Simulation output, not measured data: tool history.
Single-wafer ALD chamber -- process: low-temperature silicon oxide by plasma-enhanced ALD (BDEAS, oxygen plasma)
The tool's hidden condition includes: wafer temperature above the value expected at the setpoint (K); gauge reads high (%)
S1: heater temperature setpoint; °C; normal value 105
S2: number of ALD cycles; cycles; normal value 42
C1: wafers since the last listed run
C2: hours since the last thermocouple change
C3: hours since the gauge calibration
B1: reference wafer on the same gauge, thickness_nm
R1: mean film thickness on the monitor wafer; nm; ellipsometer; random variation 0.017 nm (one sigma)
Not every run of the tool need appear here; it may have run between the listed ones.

{"run": 1, "hour": 0.0, "S1": 105, "S2": 42, "C1": 0, "C2": 1549.9, "C3": 864.9, "B1": 6.552, "R1": 6.802}
{"run": 2, "hour": 53.0, "S1": 105, "S2": 42, "C1": 391, "C2": 1602.9, "C3": 917.9, "B1": 6.544, "R1": 6.782}
{"run": 3, "hour": 143.1, "S1": 105, "S2": 42, "C1": 665, "C2": 1693, "C3": 1008, "B1": 6.547, "R1": 6.774}
{"run": 4, "hour": 187.8, "S1": 105, "S2": 42, "C1": 329, "C2": 1737.7, "C3": 1052.7, "B1": 6.547, "R1": 6.775}
{"run": 5, "hour": 295.3, "S1": 105, "S2": 42, "C1": 793, "C2": 1845.2, "C3": 1160.2, "B1": 6.552, "R1": 6.795}
{"run": 6, "hour": 381.8, "S1": 105, "S2": 42, "C1": 638, "C2": 1931.7, "C3": 1246.7, "B1": 6.554, "R1": 6.752}
{"run": 7, "hour": 440.4, "S1": 105, "S2": 39, "C1": 432, "C2": 1990.3, "C3": 1305.3, "B1": 6.55, "R1": 6.276}
{"run": 8, "hour": 512.8, "S1": 105, "S2": 39, "C1": 534, "C2": 2062.7, "C3": 1377.7, "B1": 6.553, "R1": 6.271}
{"run": 9, "hour": 592.0, "S1": 105, "S2": 42, "C1": 584, "C2": 2141.9, "C3": 1456.9, "B1": 6.548, "R1": 6.786}
{"run": 10, "hour": 682.4, "S1": 105, "S2": 46, "C1": 667, "C2": 2232.3, "C3": 1547.3, "B1": 6.552, "R1": 7.428}
{"hour": 715.1, "done": "gauge calibrated"}
{"run": 11, "hour": 743.8, "S1": 116, "S2": 42, "C1": 453, "C2": 2293.7, "C3": 28.7, "B1": 6.55, "R1": 6.617}
{"run": 12, "hour": 848.3, "S1": 116, "S2": 42, "C1": 771, "C2": 2398.2, "C3": 133.2, "B1": 6.55, "R1": 6.616}
{"run": 13, "hour": 887.7, "S1": 105, "S2": 42, "C1": 290, "C2": 2437.6, "C3": 172.6, "B1": 6.551, "R1": 6.77}
{"hour": 917.1, "done": "thermocouple changed; heater temperature recalibrated"}
{"run": 14, "hour": 990.1, "S1": 98, "S2": 46, "C1": 696, "C2": 73, "C3": 275, "B1": 6.547, "R1": 7.464}
{"run": 15, "hour": 1090.2, "S1": 115, "S2": 34, "C1": 738, "C2": 173.1, "C3": 375.1, "B1": 6.548, "R1": 5.31}
{"run": 16, "hour": 1129.5, "S1": 91, "S2": 42, "C1": 290, "C2": 212.4, "C3": 414.4, "B1": 6.549, "R1": 6.929}
{"run": 17, "hour": 1177.0, "S1": 105, "S2": 36, "C1": 350, "C2": 259.9, "C3": 461.9, "B1": 6.548, "R1": 5.776}
{"run": 18, "hour": 1254.2, "S1": 105, "S2": 42, "C1": 569, "C2": 337.1, "C3": 539.1, "B1": 6.548, "R1": 6.726}
{"run": 19, "hour": 1303.5, "S1": 105, "S2": 42, "C1": 363, "C2": 386.4, "C3": 588.4, "B1": 6.551, "R1": 6.679}
{"hour": 1386.2, "done": "thermocouple changed; heater temperature recalibrated, repeated, since the last time left the tool worse"}
{"run": 20, "hour": 1403.6, "S1": 111, "S2": 42, "C1": 679, "C2": 17.4, "C3": 688.5, "B1": 6.549, "R1": 6.729}
{"run": 21, "hour": 1583.1, "S1": 105, "S2": 42, "C1": 1325, "C2": 196.9, "C3": 868, "B1": 6.549, "R1": 6.839}
{"run": 22, "hour": 1633.7, "S1": 110, "S2": 42, "C1": 373, "C2": 247.5, "C3": 918.6, "B1": 6.55, "R1": 6.714}
{"run": 23, "hour": 1696.0, "S1": 105, "S2": 42, "C1": 459, "C2": 309.8, "C3": 980.9, "B1": 6.549, "R1": 6.812}

What will run 24 give?
{"run": 24, "hour": 1804.0, "S1": 99, "S2": 48, "C1": 797, "C2": 417.8, "C3": 1088.9, "B1": "?", "R1": "?"}

{"run 24": {"B1": 6.551, "R1": 7.931}}
With the hidden condition absent and the run-to-run variation left alone, this run would have shown R1 7.933 nm.
